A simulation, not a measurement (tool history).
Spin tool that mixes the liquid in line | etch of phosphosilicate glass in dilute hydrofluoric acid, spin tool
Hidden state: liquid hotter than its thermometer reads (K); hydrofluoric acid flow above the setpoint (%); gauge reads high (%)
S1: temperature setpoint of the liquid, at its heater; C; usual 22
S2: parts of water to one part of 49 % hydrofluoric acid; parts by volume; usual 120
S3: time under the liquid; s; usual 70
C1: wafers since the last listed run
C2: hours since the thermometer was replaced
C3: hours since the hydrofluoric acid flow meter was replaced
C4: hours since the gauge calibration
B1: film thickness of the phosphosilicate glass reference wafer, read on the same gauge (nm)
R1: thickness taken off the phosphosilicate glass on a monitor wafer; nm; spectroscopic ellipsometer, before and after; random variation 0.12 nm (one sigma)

Run 1, day 0: usual settings; C1 0; C2 1792.6; C3 1382.1; C4 81.4; B1 150. Result: R1 41.57 nm.
Run 2, day 0.562: usual settings; C1 163; C2 1806.1; C3 1395.6; C4 94.9; B1 150. Result: R1 41.48 nm.
Run 3, day 0.825: usual settings; C1 76; C2 1812.4; C3 1401.9; C4 101.2; B1 149.99. Result: R1 41.58 nm.
Run 4, day 1.275: usual settings; C1 130; C2 1823.2; C3 1412.7; C4 112; B1 150.02. Result: R1 41.73 nm.
Run 5, day 1.7: usual settings; C1 123; C2 1833.4; C3 1422.9; C4 122.2; B1 149.99. Result: R1 41.4 nm.
Run 6, day 2.112: usual settings; C1 119; C2 1843.3; C3 1432.8; C4 132.1; B1 150.01. Result: R1 41.88 nm.
Run 7, day 2.708: usual settings; C1 172; C2 1857.6; C3 1447.1; C4 146.4; B1 150. Result: R1 41.81 nm.
Run 8, day 2.979: usual settings but S2 100 parts by volume, S3 45 s; C1 78; C2 1864.1; C3 1453.6; C4 152.9; B1 150.03. Result: R1 32.98 nm.
Run 9, day 3.662: usual settings but S1 20 C, S2 100 parts by volume; C1 198; C2 1880.5; C3 1470; C4 169.3; B1 150.01. Result: R1 47.65 nm.
Run 10, day 4.258: usual settings but S1 20 C, S2 100 parts by volume; C1 172; C2 1894.8; C3 1484.3; C4 183.6; B1 150. Result: R1 47.89 nm.
At day 4.512: gauge calibrated.
Run 11, day 4.883: usual settings but S1 20 C, S2 100 parts by volume; C1 181; C2 1909.8; C3 1499.3; C4 8.9; B1 150.01. Result: R1 47.62 nm.
Run 12, day 5.358: usual settings but S3 90 s; C1 137; C2 1921.2; C3 1510.7; C4 20.3; B1 150.02. Result: R1 54.59 nm.
At day 5.767: thermometer replaced.
Run 13, day 6.033: usual settings but S2 105 parts by volume, S3 45 s; C1 183; C2 6.4; C3 1526.9; C4 36.5; B1 150. Result: R1 28.34 nm.
Run 14, day 6.596: usual settings but S1 26 C; C1 163; C2 19.9; C3 1540.4; C4 50; B1 150. Result: R1 44.82 nm.
Run 15, day 7.05: usual settings; C1 131; C2 30.8; C3 1551.3; C4 60.9; B1 150. Result: R1 38.12 nm.
Run 16, day 7.783: usual settings but S1 18.5 C; C1 212; C2 48.4; C3 1568.9; C4 78.5; B1 150.02. Result: R1 33.19 nm.
At day 7.854: hydrofluoric acid flow meter replaced.
Run 17, day 9.65: usual settings but S2 180 parts by volume, S3 85 s; C1 529; C2 93.2; C3 43.1; C4 123.3; B1 149.99. Result: R1 26.59 nm.
Run 18, day 9.962: usual settings; C1 90; C2 100.7; C3 50.6; C4 130.8; B1 150.01. Result: R1 35.02 nm.
Run 19, day 10.296: usual settings but S1 26.5 C, S3 55 s; C1 96; C2 108.7; C3 58.6; C4 138.8; B1 150. Result: R1 32.39 nm.
Run 20, day 11.325: usual settings but S1 25.5 C, S2 95 parts by volume, S3 95 s; C1 298; C2 133.4; C3 83.3; C4 163.5; B1 150. Result: R1 70.9 nm.
Run 21, day 11.908: usual settings but S1 24 C, S2 80 parts by volume, S3 105 s; C1 169; C2 147.4; C3 97.3; C4 177.5; B1 149.98. Result: R1 89.4 nm.
Run 22, day 12.212: usual settings but S1 25.5 C; C1 88; C2 154.7; C3 104.6; C4 184.8; B1 149.98. Result: R1 40.46 nm.
Run 23, day 12.504: usual settings; C1 84; C2 161.7; C3 111.6; C4 191.8; B1 150.01. Result: R1 35.01 nm.
At day 12.592: gauge calibrated.
Run 24, day 12.838: usual settings but S1 17.5 C, S2 65 parts by volume, S3 35 s; C1 96; C2 169.7; C3 119.6; C4 5.9; B1 150.02. Result: R1 28.68 nm.
Run 25, day 13.167: usual settings but S3 50 s; C1 95; C2 177.6; C3 127.5; C4 13.8; B1 149.97. Result: R1 25.08 nm.

Hidden state at the last listed run before each entry between runs and at the first one after, where it differs:
Between runs 10 and 11: gauge calibrated (day 4.512)
  liquid hotter than its thermometer reads (K): 2.89 -> 2.91; hydrofluoric acid flow above the setpoint (%): 10.7 -> 10.8
  measured less the result without the state, R1: +9.84 -> +9.86 nm
Between runs 12 and 13: thermometer replaced (day 5.767)
  liquid hotter than its thermometer reads (K): 2.93 -> 0.284; hydrofluoric acid flow above the setpoint (%): 10.9 -> 11
  measured less the result without the state, R1: +11.32 -> +3.4 nm
Between runs 16 and 17: hydrofluoric acid flow meter replaced (day 7.854)
  liquid hotter than its thermometer reads (K): 0.345 -> 0.411; hydrofluoric acid flow above the setpoint (%): 11.3 -> 2.16
  measured less the result without the state, R1: +4.16 -> +1.07 nm
Between runs 23 and 24: gauge calibrated (day 12.592)
  liquid hotter than its thermometer reads (K): 0.511 -> 0.523; hydrofluoric acid flow above the setpoint (%): 2.64 -> 2.7
  measured less the result without the state, R1: +1.71 -> +1.42 nm

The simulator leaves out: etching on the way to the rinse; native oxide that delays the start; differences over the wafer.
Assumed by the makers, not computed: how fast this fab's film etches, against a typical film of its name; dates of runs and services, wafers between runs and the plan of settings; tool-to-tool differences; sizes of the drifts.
